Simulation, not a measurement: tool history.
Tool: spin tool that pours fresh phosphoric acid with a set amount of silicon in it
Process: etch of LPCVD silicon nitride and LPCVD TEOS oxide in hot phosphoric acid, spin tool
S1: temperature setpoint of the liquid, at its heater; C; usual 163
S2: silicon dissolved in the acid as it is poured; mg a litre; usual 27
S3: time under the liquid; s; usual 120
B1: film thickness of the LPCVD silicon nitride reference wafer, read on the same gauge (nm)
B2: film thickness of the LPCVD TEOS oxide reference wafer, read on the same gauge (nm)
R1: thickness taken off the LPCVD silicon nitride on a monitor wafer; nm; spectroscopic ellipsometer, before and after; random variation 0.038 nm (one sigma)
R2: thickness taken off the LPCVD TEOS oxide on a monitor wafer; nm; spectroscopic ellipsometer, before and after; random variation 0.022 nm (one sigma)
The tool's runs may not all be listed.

run   hour     S1    S2   S3     B1      B2     R1     R2
  1      0    161  41.5  120  89.98   40.01  10.13  0.188
  2   23.9    163    27  180  89.98  40.033  16.32  0.725
  3   44.4    163    27  120  90.01   40.04  10.92  0.493
  4   60.8  165.5  20.5  120  90.02  40.022  11.85  0.703
  5   80.1    160    39  180  90.02  39.979  14.71   0.36
  6  114.7    163    27  120  90.03  39.995  10.84  0.485
  7  137.5    160   8.5  120  89.99  40.029   9.86  0.686
     142.1  -- dissolved silicon flow meter replaced
  8  155.8    163  18.5  120  89.99  39.964  10.86  0.639
  9  187.9    164     9   75  89.98  40.007   7.04  0.508
 10  203.2    164  19.5   80  90.01  39.999   7.49  0.444
 11    237  161.5  16.5  160  89.94  39.994  13.75  0.796
 12  267.8  164.5    19  170     90  39.986  16.17  0.971
 13  298.6    165  33.5  185  89.98  40.007  17.76  0.635
 14  313.4    161  40.5   85  89.96  40.008   7.15  0.154
 15  339.4  161.5    27  120  89.95  39.994  10.24  0.445
 16  367.3    163    38  120  89.96   40.02  10.77  0.293
 17  399.5    166    27  155  90.01  40.035  15.33  0.826
 18  423.3    163    27  120  89.99   40.01  10.76  0.503
 19  445.2    163    27  120  90.05  40.001   10.7  0.516
 20  480.7    163    27   65  90.04  39.987   5.85  0.259
 21  495.3    161     7  120     90  40.038   9.99  0.678
 22  522.5    165    47   85     90  39.997   8.14  0.141

What the log doesn't show, run by run:
liquid colder than its thermometer reads (K): 0 in every run
dissolved silicon flow above the setpoint (%): 0 in every run
gauge reads high (%): 0 in every run
H1: temperature lost on the way to the wafer (K)
run     H1
  1  0.568
  2  0.593
  3  0.615
  4  0.633
  5  0.653
  6   0.69
  7  0.714
  8  0.734
  9  0.768
 10  0.784
 11   0.82
 12  0.853
 13  0.885
 14  0.901
 15  0.929
 16  0.958
 17  0.993
 18   1.02
 19   1.04
 20   1.08
 21   1.09
 22   1.12
